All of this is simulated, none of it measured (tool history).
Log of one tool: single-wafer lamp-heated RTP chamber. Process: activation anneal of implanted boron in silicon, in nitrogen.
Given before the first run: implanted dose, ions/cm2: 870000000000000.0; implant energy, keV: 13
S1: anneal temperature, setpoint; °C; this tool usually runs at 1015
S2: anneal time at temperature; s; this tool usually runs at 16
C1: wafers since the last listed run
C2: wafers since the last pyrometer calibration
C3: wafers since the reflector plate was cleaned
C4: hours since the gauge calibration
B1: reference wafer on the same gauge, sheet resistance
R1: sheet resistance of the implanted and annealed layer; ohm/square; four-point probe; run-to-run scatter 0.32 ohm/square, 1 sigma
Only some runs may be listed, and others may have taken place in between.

run 1 hour=0 | S1=1015 S2=16 | C1=0 C2=6681 C3=1510 C4=193.5 | B1=136 | R1=148.03
run 2 hour=9.9 | S1=1015 S2=16 | C1=98 C2=6779 C3=1608 C4=203.4 | B1=136.02 | R1=148.08
run 3 hour=57.9 | S1=1015 S2=16 | C1=475 C2=7254 C3=2084 C4=251.4 | B1=135.99 | R1=147.27
run 4 hour=109.3 | S1=1015 S2=16 | C1=509 C2=7764 C3=2594 C4=302.8 | B1=136.01 | R1=147.28
run 5 hour=117.7 | S1=1015 S2=16 | C1=83 C2=7847 C3=2677 C4=311.2 | B1=136.01 | R1=147.99
run 6 hour=134.1 | S1=1015 S2=16 | C1=162 C2=8010 C3=2839 C4=327.6 | B1=135.95 | R1=147.49
run 7 hour=149.7 | S1=1015 S2=16 | C1=154 C2=8164 C3=2994 C4=343.2 | B1=135.97 | R1=147.45
-- hour=161.3 pyrometer window cleaned and pyrometer calibrated
-- hour=169.2 reflector plate cleaned
run 8 hour=169.7 | S1=1015 S2=16 | C1=40 C2=4 C3=4 C4=363.2 | B1=135.97 | R1=148.65
run 9 hour=175.1 | S1=1015 S2=10 | C1=53 C2=58 C3=58 C4=368.6 | B1=135.97 | R1=150.04
run 10 hour=193 | S1=1015 S2=10 | C1=177 C2=235 C3=235 C4=386.5 | B1=136.03 | R1=150.18
run 11 hour=207.6 | S1=1015 S2=10 | C1=144 C2=380 C3=380 C4=401.1 | B1=136.02 | R1=149.19
run 12 hour=224.7 | S1=1015 S2=16 | C1=169 C2=549 C3=549 C4=418.2 | B1=135.99 | R1=148.27
run 13 hour=231.8 | S1=1015 S2=10 | C1=70 C2=620 C3=620 C4=425.3 | B1=136.02 | R1=149.76
-- hour=235.6 gauge calibrated
run 14 hour=242.5 | S1=1044 S2=7 | C1=106 C2=726 C3=726 C4=6.9 | B1=136.04 | R1=146.74
run 15 hour=253.6 | S1=1024 S2=24 | C1=110 C2=836 C3=836 C4=18 | B1=136 | R1=146.04
run 16 hour=266.5 | S1=997 S2=22 | C1=127 C2=964 C3=964 C4=30.9 | B1=135.97 | R1=152.63
run 17 hour=278.7 | S1=1032 S2=7 | C1=120 C2=1085 C3=1085 C4=43.1 | B1=136.04 | R1=147.48
run 18 hour=294 | S1=1015 S2=24 | C1=151 C2=1236 C3=1236 C4=58.4 | B1=136.05 | R1=147.53
run 19 hour=304.7 | S1=1015 S2=16 | C1=106 C2=1342 C3=1342 C4=69.1 | B1=136.02 | R1=148.78
run 20 hour=317 | S1=1015 S2=16 | C1=121 C2=1464 C3=1464 C4=81.4 | B1=135.99 | R1=148.26

For run 21, what comes out?
run 21 hour=330.5 | S1=1026 S2=21 | C1=133 C2=1598 C3=1598 C4=94.9 | B1=? | R1=?

B1: 136.04
R1: 146.3 ohm/square
With the hidden condition absent and the run-to-run variation left alone, this run would have shown R1 146.56 ohm/square.
